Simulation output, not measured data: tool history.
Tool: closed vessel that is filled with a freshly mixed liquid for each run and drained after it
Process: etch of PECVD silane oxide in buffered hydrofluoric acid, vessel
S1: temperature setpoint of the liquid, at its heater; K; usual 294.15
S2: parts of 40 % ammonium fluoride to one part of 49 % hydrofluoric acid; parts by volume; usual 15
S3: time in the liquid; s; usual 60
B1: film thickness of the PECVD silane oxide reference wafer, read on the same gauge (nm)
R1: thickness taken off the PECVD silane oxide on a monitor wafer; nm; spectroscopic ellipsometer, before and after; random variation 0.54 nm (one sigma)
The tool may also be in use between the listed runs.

run     day      S1    S2  S3     B1      R1
  1       0  294.15  10.5  60  59.99  135.36
  2   2.292  294.15  10.5  60  60.01  133.68
  3   4.308  294.15    15  60  59.99   96.71
  4   6.188  294.15    15  60     60   96.32
  5   8.079  294.15    15  60     60   97.35
  6    9.65  294.15  19.5  60  59.98   74.47
  7  11.708  294.15    15  60  59.99   98.24
  8  12.733  294.15    15  60  59.99   98.23
  9  14.871  294.15    15  60     60   97.12
 10  17.521  294.15    15  60  60.01   97.67
     20.038  -- hydrofluoric acid flow meter replaced
 11  20.112  294.15    15  60     60   90.16
 12  22.658  294.15    12  60  60.01  113.15
     26.546  -- gauge calibrated
 13  28.704  292.15    15  90     60  121.85
      30.05  -- thermometer replaced
 14  30.488  292.15    15  60     60   90.64
 15  31.933  294.15    11  85     60  192.83
 16  37.317  296.65  12.5  95     60  218.89
 17  39.021  294.15    15  60     60  100.58
 18  40.704  296.65    15  70  60.01  135.43
 19  42.929  296.65  11.5  90     60  224.89
 20  44.604  294.15    15  60  59.99  100.93
 21  46.983  291.15    18  40     60    47.1
 22  48.433  290.65    15  60     60   83.54
 23  50.275  294.15    15  60     60   102.1
 24  52.871  294.15    15  60     60  100.91

5 ways to go on from here, each from the tool as it stands after run 24. What would each give?
  A  52.9  294.15  20  60   ?   ?
  B  52.9  292.15  15  95   ?   ?
  C  52.9  291.65   9  40   ?   ?
  D  52.9  294.15  12  40   ?   ?
  E  52.9  296.15  20  70   ?   ?

run     B1      R1
  A  60.02   76.27
  B  60.02  143.26
  C  60.02   93.91
  D  60.02   83.98
  E  60.02   99.44
Without the tool's hidden state the same runs would have given:
run      R1
  A   72.87
  B  136.97
  C   89.11
  D    80.3
  E   94.99
